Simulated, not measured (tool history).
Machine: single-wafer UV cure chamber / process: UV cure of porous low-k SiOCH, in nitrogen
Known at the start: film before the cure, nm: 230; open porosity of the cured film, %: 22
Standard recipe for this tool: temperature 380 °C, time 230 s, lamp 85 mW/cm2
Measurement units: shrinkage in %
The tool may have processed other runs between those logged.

Run 1, day 0.000: usual settings. Result: shrinkage 8.942 %.
Run 2, day 0.308: usual settings but lamp 73 mW/cm2. Result: shrinkage 8.388 %.
Run 3, day 1.054: usual settings but lamp 73 mW/cm2. Result: shrinkage 8.273 %.
Run 4, day 1.512: usual settings but lamp 73 mW/cm2. Result: shrinkage 8.182 %.
Run 5, day 1.933: usual settings but temperature 394 °C, lamp 111 mW/cm2. Result: shrinkage 10.256 %.
Run 6, day 2.533: usual settings but temperature 394 °C, lamp 111 mW/cm2. Result: shrinkage 10.207 %.
Run 7, day 4.279: usual settings but temperature 394 °C, lamp 111 mW/cm2. Result: shrinkage 9.943 %.
Run 8, day 4.896: usual settings. Result: shrinkage 8.598 %.
Run 9, day 5.400: usual settings. Result: shrinkage 8.414 %.
Run 10, day 5.758: usual settings but temperature 389 °C, time 155 s, lamp 48 mW/cm2. Result: shrinkage 4.825 %.
Run 11, day 6.388: usual settings. Result: shrinkage 8.488 %.
Run 12, day 7.050: usual settings but temperature 365 °C, time 335 s, lamp 50 mW/cm2. Result: shrinkage 7.533 %.
At day 7.738: UV bulbs replaced.
At day 8.879: quartz window cleaned.
Run 13, day 8.938: usual settings but temperature 363 °C, time 160 s, lamp 46 mW/cm2. Result: shrinkage 6.545 %.
Run 14, day 9.371: usual settings but time 335 s, lamp 56 mW/cm2. Result: shrinkage 10.782 %.
Run 15, day 9.675: usual settings. Result: shrinkage 10.917 %.
Run 16, day 9.946: usual settings but time 160 s. Result: shrinkage 9.273 %.
Run 17, day 10.233: usual settings. Result: shrinkage 10.910 %.
Run 18, day 10.625: usual settings but time 355 s. Result: shrinkage 12.844 %.
Run 19, day 11.212: usual settings but temperature 363 °C, time 135 s, lamp 69 mW/cm2. Result: shrinkage 7.521 %.

How would selected steps in shrinkage from run to run divide? Give the signed amount a tool lacking its hidden state would still show from settings, what came in and random variation, and the signed amount left for the hidden state, including any gauge scatter that is not in both of the compared results.
Hidden state at play: lamp output below its setpoint, %; transmission lost against a clean window, %.
Run 12 -> 13: temperature 365 -> 363, time 335 -> 160, lamp 50 -> 46, UV bulbs replaced, quartz window cleaned. shrinkage -0.988 %: hidden state +2.633, all else -3.621.
Run 18 -> 19: temperature 380 -> 363, time 355 -> 135, lamp 85 -> 69. shrinkage -5.323 %: hidden state +0.004, all else -5.327.
